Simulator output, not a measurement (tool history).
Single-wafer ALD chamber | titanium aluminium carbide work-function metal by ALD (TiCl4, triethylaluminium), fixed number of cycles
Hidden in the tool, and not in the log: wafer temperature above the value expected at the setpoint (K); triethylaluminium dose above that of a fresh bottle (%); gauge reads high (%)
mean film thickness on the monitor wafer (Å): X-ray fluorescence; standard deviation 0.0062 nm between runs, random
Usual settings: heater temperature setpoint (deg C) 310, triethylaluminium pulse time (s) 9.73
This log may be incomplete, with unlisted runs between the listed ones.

| run | day | heater temperature setpoint (deg C) | triethylaluminium pulse time (s) | wafers since the last listed run | hours since the last thermocouple change | hours since the last triethylaluminium bottle change | hours since the showerhead was replaced | hours since the gauge calibration | read-back reference wafer on the same gauge, thickness_nm | mean film thickness on the monitor wafer (Å) |
|---|---|---|---|---|---|---|---|---|---|---|
| 1 | 0.000 | 314 | 6.62 | 0 | 584.8 | 1092.4 | 5843.0 | 706.2 | 1.902 | 19.43 |
| 2 | 3.050 | 314 | 6.62 | 1213 | 658.0 | 1165.6 | 5916.2 | 779.4 | 1.900 | 19.30 |
| 3 | 6.350 | 316 | 9.73 | 1312 | 737.2 | 1244.8 | 5995.4 | 858.6 | 1.901 | 21.33 |
|  | 10.558 | triethylaluminium bottle replaced |
| 4 | 10.579 | 316 | 9.73 | 1549 | 838.7 | 0.5 | 6096.9 | 960.1 | 1.900 | 21.66 |
| 5 | 12.054 | 316 | 9.73 | 586 | 874.1 | 35.9 | 6132.3 | 995.5 | 1.899 | 21.69 |
| 6 | 14.308 | 310 | 9.73 | 896 | 928.2 | 90.0 | 6186.4 | 1049.6 | 1.900 | 20.93 |
| 7 | 18.042 | 310 | 9.73 | 1484 | 1017.8 | 179.6 | 6276.0 | 1139.2 | 1.901 | 20.80 |
| 8 | 21.929 | 304 | 9.73 | 1546 | 1111.1 | 272.9 | 6369.3 | 1232.5 | 1.899 | 20.14 |
| 9 | 24.925 | 304 | 9.73 | 1191 | 1183.0 | 344.8 | 6441.2 | 1304.4 | 1.899 | 20.23 |
| 10 | 28.729 | 304 | 9.73 | 1513 | 1274.3 | 436.1 | 6532.5 | 1395.7 | 1.900 | 20.16 |
| 11 | 30.712 | 310 | 9.73 | 788 | 1321.9 | 483.7 | 6580.1 | 1443.3 | 1.900 | 20.78 |
|  | 31.367 | thermocouple changed; heater temperature recalibrated |
| 12 | 32.412 | 325 | 5.95 | 543 | 25.1 | 524.5 | 6620.9 | 1484.1 | 1.900 | 20.41 |
|  | 34.317 | showerhead replaced |
| 13 | 35.625 | 297 | 12.72 | 1145 | 102.2 | 601.6 | 31.4 | 1561.2 | 1.899 | 20.50 |
| 14 | 38.092 | 304 | 10.78 | 981 | 161.4 | 660.8 | 90.6 | 1620.4 | 1.901 | 20.89 |
|  | 38.908 | gauge calibrated |
| 15 | 41.975 | 298 | 11.25 | 1544 | 254.6 | 754.0 | 183.8 | 73.6 | 1.902 | 20.38 |
| 16 | 43.933 | 310 | 9.73 | 778 | 301.6 | 801.0 | 230.8 | 120.6 | 1.899 | 21.07 |
| 17 | 47.271 | 310 | 9.73 | 1327 | 381.7 | 881.1 | 310.9 | 200.7 | 1.902 | 21.13 |
| 18 | 50.483 | 310 | 12.28 | 1277 | 458.8 | 958.2 | 388.0 | 277.8 | 1.900 | 21.48 |
| 19 | 53.800 | 296 | 7.78 | 1319 | 538.4 | 1037.8 | 467.6 | 357.4 | 1.900 | 18.82 |
| 20 | 57.838 | 318 | 12.85 | 1605 | 635.3 | 1134.7 | 564.5 | 454.3 | 1.900 | 22.45 |
| 21 | 60.179 | 300 | 11.13 | 931 | 691.5 | 1190.9 | 620.7 | 510.5 | 1.899 | 20.34 |
| 22 | 63.533 | 322 | 12.62 | 1334 | 772.0 | 1271.4 | 701.2 | 591.0 | 1.901 | 22.59 |
| 23 | 67.371 | 315 | 8.64 | 1526 | 864.1 | 1363.5 | 793.3 | 683.1 | 1.901 | 20.68 |
|  | 69.717 | triethylaluminium bottle replaced |
| 24 | 69.750 | 310 | 11.28 | 813 | 921.2 | 0.8 | 850.4 | 740.2 | 1.901 | 21.33 |
| 25 | 71.354 | 310 | 9.73 | 638 | 959.7 | 39.3 | 888.9 | 778.7 | 1.899 | 21.04 |
| 26 | 73.883 | 317 | 9.73 | 1006 | 1020.4 | 100.0 | 949.6 | 839.4 | 1.899 | 21.58 |
| 27 | 77.525 | 310 | 9.73 | 1448 | 1107.8 | 187.4 | 1037.0 | 926.8 | 1.900 | 20.83 |
| 28 | 79.562 | 323 | 12.43 | 810 | 1156.7 | 236.3 | 1085.9 | 975.7 | 1.900 | 22.87 |
| 29 | 81.588 | 298 | 11.61 | 805 | 1205.3 | 284.9 | 1134.5 | 1024.3 | 1.900 | 20.03 |
|  | 83.042 | thermocouple changed; heater temperature recalibrated |
| 30 | 83.312 | 310 | 9.73 | 553 | 6.5 | 326.3 | 1175.9 | 1065.7 | 1.900 | 21.35 |
| 31 | 87.788 | 296 | 6.91 | 1779 | 113.9 | 433.7 | 1283.3 | 1173.1 | 1.901 | 18.59 |
| 32 | 90.608 | 297 | 12.89 | 1122 | 181.6 | 501.4 | 1351.0 | 1240.8 | 1.900 | 20.59 |
| 33 | 93.879 | 310 | 9.73 | 1301 | 260.1 | 579.9 | 1429.5 | 1319.3 | 1.900 | 21.30 |

What if the next run were any one of these 4? Each begins from the tool's condition after run 33:
| A | 93.896 | 310 | 7.54 | 6 | 260.5 | 580.3 | 1429.9 | 1319.7 | ? | ? |
| B | 93.896 | 299 | 7.27 | 6 | 260.5 | 580.3 | 1429.9 | 1319.7 | ? | ? |
| C | 93.896 | 298 | 9.73 | 6 | 260.5 | 580.3 | 1429.9 | 1319.7 | ? | ? |
| D | 93.896 | 296 | 10.76 | 6 | 260.5 | 580.3 | 1429.9 | 1319.7 | ? | ? |

| run | read-back reference wafer on the same gauge, thickness_nm | mean film thickness on the monitor wafer (Å) |
|---|---|---|
| A | 1.901 | 20.24 |
| B | 1.901 | 19.00 |
| C | 1.901 | 20.04 |
| D | 1.901 | 20.08 |
Take away the tool's hidden state, keep each run's random variation, and the runs would have read:
| run | mean film thickness on the monitor wafer (Å) |
|---|---|
| A | 20.51 |
| B | 19.27 |
| C | 20.23 |
| D | 20.26 |
